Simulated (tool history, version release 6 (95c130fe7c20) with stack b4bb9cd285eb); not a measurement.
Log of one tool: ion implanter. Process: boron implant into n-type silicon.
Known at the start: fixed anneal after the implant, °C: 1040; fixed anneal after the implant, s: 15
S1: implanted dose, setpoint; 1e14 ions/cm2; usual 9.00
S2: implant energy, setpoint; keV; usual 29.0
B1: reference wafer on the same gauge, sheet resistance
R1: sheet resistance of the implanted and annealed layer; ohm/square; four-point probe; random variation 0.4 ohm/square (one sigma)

run 1 day=0.000 | S1=9.00 S2=29.0 | B1=118.96 | R1=109.88
run 2 day=1.350 | S1=9.83 S2=31.5 | B1=118.82 | R1=101.69
run 3 day=2.712 | S1=9.00 S2=29.0 | B1=118.99 | R1=110.38
run 4 day=4.183 | S1=9.00 S2=32.5 | B1=118.94 | R1=108.99
run 5 day=5.429 | S1=9.00 S2=32.5 | B1=119.11 | R1=109.26
run 6 day=5.958 | S1=9.00 S2=29.0 | B1=119.08 | R1=110.53
-- day=6.558 Faraday cup replaced and dose calibrated
run 7 day=7.225 | S1=8.41 S2=36.0 | B1=118.90 | R1=119.49
run 8 day=8.525 | S1=8.41 S2=36.0 | B1=119.18 | R1=118.67
run 9 day=9.575 | S1=8.12 S2=29.0 | B1=118.99 | R1=123.42
run 10 day=10.975 | S1=8.12 S2=29.0 | B1=119.03 | R1=123.21
run 11 day=12.262 | S1=8.12 S2=29.0 | B1=118.93 | R1=122.81
run 12 day=13.125 | S1=6.95 S2=29.0 | B1=118.99 | R1=140.92
run 13 day=13.829 | S1=9.00 S2=29.0 | B1=118.86 | R1=112.80
run 14 day=14.788 | S1=10.03 S2=37.0 | B1=119.00 | R1=101.58
run 15 day=15.388 | S1=6.57 S2=22.0 | B1=118.88 | R1=151.28
run 16 day=16.067 | S1=10.79 S2=22.5 | B1=119.10 | R1=98.34
run 17 day=17.512 | S1=10.54 S2=21.0 | B1=118.87 | R1=100.88
run 18 day=18.050 | S1=6.85 S2=35.0 | B1=118.83 | R1=139.55
run 19 day=18.858 | S1=6.99 S2=22.5 | B1=118.95 | R1=143.41
run 20 day=19.475 | S1=9.00 S2=29.0 | B1=119.04 | R1=113.21
-- day=20.104 gauge calibrated
run 21 day=20.158 | S1=9.00 S2=32.0 | B1=118.79 | R1=112.11
-- day=20.904 extraction supply calibrated
run 22 day=21.421 | S1=7.21 S2=22.0 | B1=119.00 | R1=139.35
run 23 day=22.633 | S1=9.00 S2=24.0 | B1=118.91 | R1=113.42
run 24 day=23.146 | S1=11.62 S2=39.0 | B1=118.89 | R1=88.49
run 25 day=26.696 | S1=9.99 S2=35.5 | B1=118.99 | R1=101.28
run 26 day=27.204 | S1=9.98 S2=29.0 | B1=119.05 | R1=102.05
run 27 day=28.221 | S1=8.20 S2=36.0 | B1=119.07 | R1=118.37
run 28 day=29.021 | S1=9.00 S2=29.0 | B1=119.01 | R1=111.60
run 29 day=30.275 | S1=9.00 S2=29.0 | B1=119.06 | R1=111.18
run 30 day=30.854 | S1=10.85 S2=38.5 | B1=118.92 | R1=92.97
run 31 day=31.738 | S1=9.00 S2=29.0 | B1=118.97 | R1=111.01
run 32 day=32.533 | S1=6.48 S2=23.5 | B1=119.00 | R1=150.99
run 33 day=33.117 | S1=9.00 S2=29.0 | B1=119.13 | R1=110.52
run 34 day=33.650 | S1=7.91 S2=32.0 | B1=119.09 | R1=122.81
run 35 day=35.112 | S1=11.32 S2=36.5 | B1=118.82 | R1=90.27
run 36 day=36.500 | S1=11.25 S2=24.0 | B1=119.16 | R1=93.10
run 37 day=37.850 | S1=11.42 S2=34.5 | B1=119.14 | R1=89.56
run 38 day=38.788 | S1=10.03 S2=21.0 | B1=119.05 | R1=104.00

3 ways to go on from here, each from the tool as it stands after run 38. What would each give?
run A day=38.804 | S1=7.16 S2=29.0 | B1=? | R1=?
run B day=38.804 | S1=7.26 S2=23.5 | B1=? | R1=?
run C day=38.804 | S1=9.00 S2=37.0 | B1=? | R1=?

run=A B1=118.97 R1=134.75
run=B B1=118.97 R1=135.85
run=C B1=118.97 R1=109.11
Without the tool's hidden state the same runs would have given:
run=A R1=138.97
run=B R1=140.21
run=C R1=112.48
